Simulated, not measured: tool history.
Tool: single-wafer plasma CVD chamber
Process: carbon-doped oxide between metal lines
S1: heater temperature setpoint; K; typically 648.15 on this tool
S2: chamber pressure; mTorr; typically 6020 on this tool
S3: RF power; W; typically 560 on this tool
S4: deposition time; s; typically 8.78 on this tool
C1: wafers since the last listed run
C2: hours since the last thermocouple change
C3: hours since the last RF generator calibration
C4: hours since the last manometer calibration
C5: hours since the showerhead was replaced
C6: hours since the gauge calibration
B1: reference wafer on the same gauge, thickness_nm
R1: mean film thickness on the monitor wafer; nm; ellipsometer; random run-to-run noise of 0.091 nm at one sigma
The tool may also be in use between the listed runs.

run	day	S1	S2	S3	S4	C1	C2	C3	C4	C5	C6	B1	R1
1	0	648.15	6020	560	8.78	0	1777.9	745.8	2021.2	7910.9	368.6	41.357	44.681
2	2.858	642.15	6020	560	8.78	3500	1846.5	814.4	2089.8	7979.5	437.2	41.337	45.248
3	5.662	642.15	6020	560	8.78	3434	1913.8	881.7	2157.1	8046.8	504.5	41.357	45.381
4	6.725	648.15	6020	610	8.78	1301	1939.3	907.2	2182.6	8072.3	530	41.369	47.487
5	9.092	648.15	6020	610	8.78	2898	1996.1	964	2239.4	8129.1	586.8	41.311	47.47
6	11.512	648.15	6020	610	8.78	2965	2054.2	1022.1	2297.5	8187.2	644.9	41.339	47.457
7	13.608	648.15	6020	560	8.78	2567	2104.5	1072.4	2347.8	8237.5	695.2	41.235	44.661
8	15.079	645.15	6020	560	8.78	1801	2139.8	1107.7	2383.1	8272.8	730.5	41.242	44.875
9	16.946	645.15	6020	560	8.78	2286	2184.6	1152.5	2427.9	8317.6	775.3	41.178	44.839
10	19.329	645.15	6020	560	8.78	2919	2241.8	1209.7	2485.1	8374.8	832.5	41.23	44.844
11	20.871	648.15	6020	560	8.78	1888	2278.8	1246.7	2522.1	8411.8	869.5	41.192	44.533
12	22.754	648.15	6020	560	8.78	2306	2324	1291.9	2567.3	8457	914.7	41.164	44.491
# day 24.883: capacitance manometer re-zeroed and calibrated
# day 25.638: thermocouple changed; heater temperature recalibrated
13	25.729	648.15	6020	560	8.78	2827	2.2	1363.3	20.3	8528.4	986.1	41.113	44.303
14	27.758	648.15	6020	560	8.78	2485	50.9	1412	69	8577.1	1034.8	41.118	44.256
15	30.3	656.15	4600	560	8.78	3113	111.9	1473	130	8638.1	1095.8	41.082	41.771
16	33.1	648.15	6020	560	8.78	3429	179.1	1540.2	197.2	8705.3	1163	41.051	44.238
17	34.829	644.15	7450	560	10.47	2117	220.6	1581.7	238.7	8746.8	1204.5	41.063	54.302
18	36.988	654.15	6510	525	7.08	2643	272.4	1633.5	290.5	8798.6	1256.3	40.987	33.947
# day 39.171: RF generator calibrated
19	39.438	638.15	6020	560	9.36	2592	331.2	6.4	349.3	8857.4	1315.1	40.924	48.463
20	40.492	648.15	6020	630	8.08	1291	356.5	31.7	374.6	8882.7	1340.4	40.932	44.465
# day 40.971: showerhead replaced
21	42.188	648.15	6020	520	8.78	1668	397.2	72.4	415.3	29.2	1381.1	40.907	41.725
# day 42.429: gauge calibrated
22	47.133	653.15	7420	475	7.09	6057	515.9	191.1	534	147.9	112.9	41.471	32.284
23	48.904	654.15	6910	560	8.78	2168	558.4	233.6	576.5	190.4	155.4	41.483	44.882
24	50.612	648.15	4690	625	8.78	2092	599.4	274.6	617.5	231.4	196.4	41.477	46.482
25	51.946	648.15	6020	600	8.78	1633	631.4	306.6	649.5	263.4	228.4	41.442	47.078
26	54.092	648.15	6020	560	8.78	2628	682.9	358.1	701	314.9	279.9	41.437	44.756
27	55.338	637.15	6020	560	8.78	1525	712.8	388	730.9	344.8	309.8	41.45	46.277
28	57.15	654.15	6910	560	8.78	2220	756.3	431.5	774.4	388.3	353.3	41.44	44.963

Below, each run's measurement less what the same run would have read without the hidden state. Both values contain the same run-to-run variation, but the gauge's scatter may not be the same in both:
Hidden state at play: wafer temperature above the value expected at the setpoint (K); delivered RF power above the setpoint (%); true pressure above the setpoint (%); gauge reads high (%).
run	R1
1	-0.052
2	-0.067
3	-0.085
4	-0.097
5	-0.115
6	-0.136
7	-0.146
8	-0.161
9	-0.179
10	-0.205
11	-0.221
12	-0.243
13	-0.279
14	-0.306
15	-0.323
16	-0.383
17	-0.504
18	-0.342
19	-0.534
20	-0.509
21	-0.506
22	+0.052
23	+0.07
24	+0.068
25	+0.064
26	+0.054
27	+0.052
28	+0.042
